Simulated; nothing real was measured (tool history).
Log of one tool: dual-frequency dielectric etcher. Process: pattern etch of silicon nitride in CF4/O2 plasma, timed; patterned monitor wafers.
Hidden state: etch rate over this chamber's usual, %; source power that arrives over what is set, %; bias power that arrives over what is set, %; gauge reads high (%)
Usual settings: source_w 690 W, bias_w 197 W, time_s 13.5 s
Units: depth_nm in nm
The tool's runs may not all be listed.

| run | day | source_w | bias_w | time_s | wafers since the last listed run | hours since the last wet clean | hours since the last source power generator calibration | hours since the last bias power generator calibration | hours since the last upper electrode change | hours since the gauge calibration | read-back reference wafer on the same gauge, depth_nm | depth_nm |
|---|---|---|---|---|---|---|---|---|---|---|---|---|
| 1 | 0 | 690 | 197 | 13.5 | 0 | 351.7 | 3363.8 | 3228.3 | 2921.5 | 2836 | 53.37 | 46.22 |
| 2 | 3.396 | 690 | 197 | 13.5 | 893 | 433.2 | 3445.3 | 3309.8 | 3003 | 2917.5 | 53.32 | 46.15 |
| 3 | 5.5 | 690 | 197 | 13.5 | 553 | 483.7 | 3495.8 | 3360.3 | 3053.5 | 2968 | 53.28 | 46.69 |
|  | 8.517 | wet clean of the chamber |
| 4 | 9.654 | 690 | 197 | 13.5 | 829 | 27.3 | 3595.5 | 3460 | 3153.2 | 3067.7 | 53.34 | 45.5 |
|  | 9.879 | gauge calibrated |
| 5 | 14.033 | 690 | 197 | 13.5 | 1152 | 132.4 | 3700.6 | 3565.1 | 3258.3 | 99.7 | 53.3 | 45.27 |
| 6 | 16.617 | 690 | 197 | 13.5 | 679 | 194.4 | 3762.6 | 3627.1 | 3320.3 | 161.7 | 53.3 | 45.57 |
| 7 | 19.05 | 690 | 197 | 13.5 | 640 | 252.8 | 3821 | 3685.5 | 3378.7 | 220.1 | 53.26 | 45.76 |
| 8 | 22.421 | 690 | 197 | 13.5 | 886 | 333.7 | 3901.9 | 3766.4 | 3459.6 | 301 | 53.25 | 45.96 |
|  | 25.608 | source power generator calibrated |
| 9 | 26.633 | 690 | 197 | 13.5 | 1064 | 434.8 | 24.6 | 3867.5 | 3560.7 | 402.1 | 53.28 | 46.21 |
| 10 | 30.183 | 550 | 197 | 13.5 | 933 | 520 | 109.8 | 3952.7 | 3645.9 | 487.3 | 53.32 | 36.52 |
|  | 33.875 | wet clean of the chamber |
| 11 | 33.896 | 580 | 240 | 13.5 | 713 | 0.5 | 198.9 | 4041.8 | 3735 | 576.4 | 53.27 | 41.17 |
| 12 | 34.95 | 690 | 197 | 13.5 | 277 | 25.8 | 224.2 | 4067.1 | 3760.3 | 601.7 | 53.28 | 45.26 |
| 13 | 37.925 | 690 | 164 | 16.5 | 782 | 97.2 | 295.6 | 4138.5 | 3831.7 | 673.1 | 53.29 | 51.6 |
| 14 | 41.888 | 570 | 181 | 12.5 | 1042 | 192.3 | 390.7 | 4233.6 | 3926.8 | 768.2 | 53.27 | 33.31 |
| 15 | 46.371 | 690 | 182 | 17 | 1179 | 299.9 | 498.3 | 4341.2 | 4034.4 | 875.8 | 53.31 | 56.29 |
| 16 | 48.317 | 690 | 197 | 10 | 511 | 346.6 | 545 | 4387.9 | 4081.1 | 922.5 | 53.29 | 34.11 |
|  | 49.517 | upper electrode replaced |
| 17 | 52.042 | 760 | 197 | 17 | 716 | 436 | 634.4 | 4477.3 | 60.6 | 1011.9 | 53.31 | 64.56 |
| 18 | 56.446 | 840 | 197 | 15.5 | 1158 | 541.7 | 740.1 | 4583 | 166.3 | 1117.6 | 53.3 | 65.44 |
| 19 | 59.262 | 690 | 197 | 15.5 | 741 | 609.3 | 807.7 | 4650.6 | 233.9 | 1185.2 | 53.31 | 53.99 |
|  | 60.433 | wet clean of the chamber |
| 20 | 60.788 | 690 | 197 | 13.5 | 138 | 8.5 | 844.3 | 4687.2 | 270.5 | 1221.8 | 53.29 | 45.06 |
|  | 63.896 | bias power generator calibrated |
| 21 | 63.917 | 820 | 197 | 13.5 | 779 | 83.6 | 919.4 | 0.5 | 345.6 | 1296.9 | 53.26 | 53.98 |
| 22 | 66.258 | 790 | 181 | 12.5 | 616 | 139.8 | 975.6 | 56.7 | 401.8 | 1353.1 | 53.28 | 46.73 |
| 23 | 68.238 | 690 | 183 | 12 | 520 | 187.3 | 1023.1 | 104.2 | 449.3 | 1400.6 | 53.3 | 39.52 |
| 24 | 71.75 | 840 | 180 | 17 | 924 | 271.6 | 1107.4 | 188.5 | 533.6 | 1484.9 | 53.29 | 68.25 |
| 25 | 76.104 | 690 | 239 | 12 | 1145 | 376.1 | 1211.9 | 293 | 638.1 | 1589.4 | 53.25 | 44.66 |
| 26 | 79.554 | 690 | 197 | 11 | 907 | 458.9 | 1294.7 | 375.8 | 720.9 | 1672.2 | 53.28 | 37.91 |
|  | 82.212 | wet clean of the chamber |
| 27 | 84.217 | 690 | 197 | 13.5 | 963 | 48.1 | 1406.6 | 487.7 | 832.8 | 1784.1 | 53.32 | 45.05 |
| 28 | 87.838 | 690 | 197 | 13.5 | 952 | 135 | 1493.5 | 574.6 | 919.7 | 1871 | 53.32 | 45.5 |
| 29 | 89.362 | 690 | 197 | 13.5 | 401 | 171.6 | 1530.1 | 611.2 | 956.3 | 1907.6 | 53.27 | 45.72 |
| 30 | 91.242 | 540 | 197 | 13.5 | 494 | 216.7 | 1575.2 | 656.3 | 1001.4 | 1952.7 | 53.34 | 35.06 |

Forecast each of these 4 alternatives for the next run:
| A | 91.258 | 690 | 197 | 13.5 | 4 | 217.1 | 1575.6 | 656.7 | 1001.8 | 1953.1 | ? | ? |
| B | 91.258 | 690 | 197 | 12 | 4 | 217.1 | 1575.6 | 656.7 | 1001.8 | 1953.1 | ? | ? |
| C | 91.258 | 550 | 154 | 16.5 | 4 | 217.1 | 1575.6 | 656.7 | 1001.8 | 1953.1 | ? | ? |
| D | 91.258 | 800 | 225 | 16.5 | 4 | 217.1 | 1575.6 | 656.7 | 1001.8 | 1953.1 | ? | ? |

| run | read-back reference wafer on the same gauge, depth_nm | depth_nm |
|---|---|---|
| A | 53.33 | 45.71 |
| B | 53.33 | 40.64 |
| C | 53.33 | 39.5 |
| D | 53.33 | 68.79 |
Without the tool's hidden state the same runs would have given:
| run | depth_nm |
|---|---|
| A | 45.08 |
| B | 40.07 |
| C | 38.95 |
| D | 67.83 |
